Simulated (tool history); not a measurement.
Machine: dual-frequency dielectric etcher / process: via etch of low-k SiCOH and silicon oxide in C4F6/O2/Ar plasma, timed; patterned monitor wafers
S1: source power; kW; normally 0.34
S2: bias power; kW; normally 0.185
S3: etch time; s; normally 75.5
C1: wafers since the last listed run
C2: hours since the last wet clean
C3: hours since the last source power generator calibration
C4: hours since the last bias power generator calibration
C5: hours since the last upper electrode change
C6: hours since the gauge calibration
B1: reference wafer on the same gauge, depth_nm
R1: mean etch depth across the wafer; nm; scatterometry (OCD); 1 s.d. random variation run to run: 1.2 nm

run    hour    S1     S2    S3    C1     C2      C3      C4      C5      C6     B1     R1
  1       0  0.34  0.185  75.5     0  335.1  3672.4  1472.6  2301.7    29.5    172  174.6
  2    69.9  0.32  0.185  75.5   997    405  3742.3  1542.5  2371.6    99.4  171.8  166.5
      157.4  -- wet clean of the chamber
  3   157.9  0.32  0.185  75.5   913    0.5  3830.3  1630.5  2459.6   187.4    172  174.5
  4   206.2  0.34  0.185  75.5   689   48.8  3878.6  1678.8  2507.9   235.7  172.4  179.5
  5   281.3  0.34  0.185  75.5  1071  123.9  3953.7  1753.9    2583   310.8  172.1    180
  6   383.4  0.34  0.185  75.5  1457    226  4055.8    1856  2685.1   412.9  172.2  176.4
  7   421.5  0.34  0.185  75.5   543  264.1  4093.9  1894.1  2723.2     451    172  174.4
  8   472.1  0.34  0.185  75.5   722  314.7  4144.5  1944.7  2773.8   501.6  172.1  175.4
  9   579.9  0.34  0.185  75.5  1538  422.5  4252.3  2052.5  2881.6   609.4  171.6  172.6
 10   665.3  0.34  0.185  75.5  1218  507.9  4337.7  2137.9    2967   694.8  172.3  172.5
      718.5  -- wet clean of the chamber
 11     719  0.34  0.185  75.5   423    0.5  4391.4  2191.6  3020.7   748.5  172.1  179.7
 12   781.4  0.34  0.185  75.5   890   62.9  4453.8    2254  3083.1   810.9  171.9  179.6
      800.3  -- bias power generator calibrated
      816.1  -- upper electrode replaced
 13   868.3  0.34  0.185  75.5   957  149.8  4540.7      68    52.2   897.8  171.9  176.2
      880.3  -- source power generator calibrated
 14   924.1  0.29  0.217  59.5   739  205.6    43.8   123.8     108   953.6  172.1  134.3
 15     983  0.31  0.159  75.5   840  264.5   102.7   182.7   166.9  1012.5    172  159.1
 16  1073.8  0.31  0.157  63.5  1296  355.3   193.5   273.5   257.7  1103.3  171.8  132.9
     1146.2  -- gauge calibrated
     1229.2  -- wet clean of the chamber
 17  1272.3  0.34  0.185  75.5  2490   43.1     392     472   456.2   126.1    172  178.2
 18  1360.6  0.28  0.157  88.5  1260  131.4   480.3   560.3   544.5   214.4  172.1  182.3
 19  1452.2   0.3   0.14    86  1307    223   571.9   651.9   636.1     306  172.2  175.7
 20  1513.1  0.34  0.219    57   869  283.9   632.8   712.8     697   366.9  172.4  138.5
 21  1585.4  0.34  0.185  75.5  1031  356.2   705.1   785.1   769.3   439.2    172    174
     1786.9  -- wet clean of the chamber
 22  1838.1  0.32  0.185  75.5  3264   51.2   957.8  1037.8    1022   691.9  171.9  174.7
 23  1905.4  0.34  0.185  75.5   960  118.5  1025.1  1105.1  1089.3   759.2  172.1    178
 24  1945.9   0.4  0.225  63.5   578    159  1065.6  1145.6  1129.8   799.7  172.1    170

For run 25, what comes out?
 25  2027.6  0.38  0.156  75.5  1166  240.7  1147.3  1227.3  1211.5  881.4   ?   ?

Run 25 gave B1 172, R1 176.6 nm.
With no hidden state in the tool, this same run would have given R1 180.1 nm.

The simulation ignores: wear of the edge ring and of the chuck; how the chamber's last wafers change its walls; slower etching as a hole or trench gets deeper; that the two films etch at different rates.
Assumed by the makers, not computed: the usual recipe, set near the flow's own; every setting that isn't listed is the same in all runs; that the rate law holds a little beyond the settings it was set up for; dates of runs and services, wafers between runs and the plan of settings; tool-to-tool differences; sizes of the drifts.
